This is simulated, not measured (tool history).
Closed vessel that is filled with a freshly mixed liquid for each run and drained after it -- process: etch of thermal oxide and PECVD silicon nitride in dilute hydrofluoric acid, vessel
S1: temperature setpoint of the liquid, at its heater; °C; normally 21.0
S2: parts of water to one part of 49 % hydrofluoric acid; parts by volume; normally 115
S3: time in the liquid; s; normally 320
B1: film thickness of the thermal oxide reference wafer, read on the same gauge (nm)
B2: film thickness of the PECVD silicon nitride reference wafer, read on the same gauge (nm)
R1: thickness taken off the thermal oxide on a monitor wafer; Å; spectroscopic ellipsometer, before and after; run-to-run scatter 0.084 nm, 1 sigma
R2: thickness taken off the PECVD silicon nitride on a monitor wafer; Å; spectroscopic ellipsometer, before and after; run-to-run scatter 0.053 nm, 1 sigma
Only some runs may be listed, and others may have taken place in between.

run     day    S1   S2   S3      B1      B2     R1     R2
  1   0.000  21.0  115  320  139.99  150.00   93.6   54.1
  2   3.750  21.0  115  320  139.99  149.96   92.2   53.6
  3   7.492  21.0  135  320  140.01  149.98   76.5   45.9
  4   9.654  21.0  115  320  140.00  150.00   90.2   52.7
  5  12.338  21.0  115  320  140.01  150.00   88.8   52.6
  6  14.500  21.0  115  320  140.00  150.01   89.4   52.6
  7  18.608  21.0  115  320  140.02  150.00   88.9   50.6
     19.575  -- gauge calibrated
     21.129  -- thermometer replaced
  8  21.375  22.5  115  370  139.97  150.01  115.8   74.2
  9  24.204  22.5  115  370  140.01  149.95  114.8   72.8
 10  28.067  18.0   70  320  140.00  150.03  142.9   75.2
 11  32.512  24.5   70  320  140.01  150.02  182.7  116.1
 12  34.225  21.0   75  320  140.01  150.04  147.7   84.4
 13  35.729  17.0  115  150  140.00  149.99   36.2   20.0
 14  39.671  21.0  115  320  139.99  150.01   89.9   54.9
 15  43.854  21.0  115  320  140.00  149.99   88.5   54.0
     45.021  -- hydrofluoric acid flow meter replaced
 16  46.325  17.0   70  165  140.02  150.01   76.4   37.8
 17  48.229  21.0  115  320  140.01  149.97  101.0   59.5
 18  50.838  21.0   85  160  139.99  150.02   70.5   39.6
 19  52.504  17.0   70  165  139.98  149.98   75.0   37.2
     53.792  -- gauge calibrated
 20  55.571  21.0  155  475  139.97  149.98  103.6   63.5
 21  58.371  21.0  160  320  140.01  150.00   67.0   41.4

Predict each of these 5 candidate next runs independently; none follows another, all start after run 21:
  A  58.400  25.0  115  320   ?   ?   ?   ?
  B  58.400  23.0   70  400   ?   ?   ?   ?
  C  58.400  17.0  160  385   ?   ?   ?   ?
  D  58.400  21.0  165  440   ?   ?   ?   ?
  E  58.400  21.0   95  320   ?   ?   ?   ?

run      B1      B2     R1     R2
  A  140.03  150.01  115.1   74.1
  B  140.03  150.01  230.7  132.1
  C  140.03  150.01   68.8   37.8
  D  140.03  150.01   89.1   54.9
  E  140.03  150.01  121.5   68.4
The same runs, with their run-to-run variation unchanged, on a tool lacking any hidden condition would have given:
run     R1     R2
  A  126.6   83.9
  B  253.9  149.9
  C   75.9   42.9
  D   98.1   62.2
  E  133.9   77.7

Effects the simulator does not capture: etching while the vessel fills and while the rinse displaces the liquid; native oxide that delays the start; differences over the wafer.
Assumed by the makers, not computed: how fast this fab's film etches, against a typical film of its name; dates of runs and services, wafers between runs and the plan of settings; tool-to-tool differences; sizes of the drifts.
